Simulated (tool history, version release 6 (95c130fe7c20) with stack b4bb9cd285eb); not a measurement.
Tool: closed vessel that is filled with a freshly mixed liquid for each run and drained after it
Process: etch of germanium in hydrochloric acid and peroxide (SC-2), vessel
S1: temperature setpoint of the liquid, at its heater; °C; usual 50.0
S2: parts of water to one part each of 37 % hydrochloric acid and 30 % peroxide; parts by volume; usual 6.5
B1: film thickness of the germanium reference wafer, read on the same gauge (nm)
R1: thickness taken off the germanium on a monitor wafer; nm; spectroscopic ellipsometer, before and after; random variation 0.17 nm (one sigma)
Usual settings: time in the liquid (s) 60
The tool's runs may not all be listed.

run 1 day=0.000 | S1=50.0 S2=6.5 time_in_the_liquid_(s)=70 | B1=89.99 | R1=106.88
run 2 day=0.775 | S1=50.0 S2=6.5 time_in_the_liquid_(s)=70 | B1=90.00 | R1=106.80
run 3 day=1.521 | S1=50.0 S2=6.5 time_in_the_liquid_(s)=70 | B1=89.99 | R1=106.71
run 4 day=2.329 | S1=50.0 S2=6.5 time_in_the_liquid_(s)=60 | B1=90.00 | R1=91.61
run 5 day=3.521 | S1=50.0 S2=4.5 time_in_the_liquid_(s)=60 | B1=89.99 | R1=92.56
run 6 day=4.788 | S1=50.0 S2=6.5 time_in_the_liquid_(s)=60 | B1=90.01 | R1=91.75
run 7 day=5.783 | S1=50.0 S2=6.5 time_in_the_liquid_(s)=60 | B1=90.00 | R1=91.61
run 8 day=6.725 | S1=50.0 S2=6.5 time_in_the_liquid_(s)=60 | B1=90.00 | R1=91.71
run 9 day=7.279 | S1=50.0 S2=6.5 time_in_the_liquid_(s)=60 | B1=89.97 | R1=91.51
-- day=7.850 thermometer replaced
-- day=8.129 new drum of peroxide connected
run 10 day=8.704 | S1=50.0 S2=6.5 time_in_the_liquid_(s)=60 | B1=90.01 | R1=87.27
run 11 day=9.383 | S1=50.0 S2=6.5 time_in_the_liquid_(s)=60 | B1=89.99 | R1=87.55
run 12 day=10.004 | S1=50.0 S2=6.5 time_in_the_liquid_(s)=85 | B1=90.00 | R1=124.42
run 13 day=10.975 | S1=50.0 S2=6.5 time_in_the_liquid_(s)=60 | B1=90.02 | R1=87.90
run 14 day=12.292 | S1=50.0 S2=8.5 time_in_the_liquid_(s)=30 | B1=90.03 | R1=43.19
run 15 day=13.454 | S1=44.0 S2=6.5 time_in_the_liquid_(s)=60 | B1=90.01 | R1=72.22
run 16 day=14.888 | S1=55.5 S2=4.5 time_in_the_liquid_(s)=45 | B1=90.01 | R1=79.41
run 17 day=16.100 | S1=50.0 S2=6.5 time_in_the_liquid_(s)=60 | B1=90.00 | R1=87.84
-- day=17.533 chemicals flow meter replaced
run 18 day=17.554 | S1=50.0 S2=6.5 time_in_the_liquid_(s)=60 | B1=90.01 | R1=87.66
run 19 day=18.742 | S1=50.0 S2=6.5 time_in_the_liquid_(s)=60 | B1=89.99 | R1=88.16
-- day=19.062 gauge calibrated
run 20 day=19.438 | S1=50.0 S2=8.5 time_in_the_liquid_(s)=60 | B1=90.01 | R1=86.86
run 21 day=20.700 | S1=50.0 S2=8.0 time_in_the_liquid_(s)=60 | B1=90.01 | R1=87.42
run 22 day=21.375 | S1=60.0 S2=7.5 time_in_the_liquid_(s)=60 | B1=90.04 | R1=119.06
run 23 day=22.812 | S1=41.0 S2=6.5 time_in_the_liquid_(s)=35 | B1=90.00 | R1=38.31
run 24 day=23.933 | S1=50.0 S2=6.5 time_in_the_liquid_(s)=60 | B1=89.97 | R1=88.23

3 ways to go on from here, each from the tool as it stands after run 24. What would each give?
run A day=23.962 | S1=53.5 S2=6.5 time_in_the_liquid_(s)=60 | B1=? | R1=?
run B day=23.962 | S1=45.5 S2=4.0 time_in_the_liquid_(s)=50 | B1=? | R1=?
run C day=23.962 | S1=52.5 S2=4.0 time_in_the_liquid_(s)=60 | B1=? | R1=?

run=A B1=89.99 R1=98.35
run=B B1=89.99 R1=64.15
run=C B1=89.99 R1=96.65
Without the tool's hidden state the same runs would have given:
run=A R1=97.31
run=B R1=63.43
run=C R1=95.61

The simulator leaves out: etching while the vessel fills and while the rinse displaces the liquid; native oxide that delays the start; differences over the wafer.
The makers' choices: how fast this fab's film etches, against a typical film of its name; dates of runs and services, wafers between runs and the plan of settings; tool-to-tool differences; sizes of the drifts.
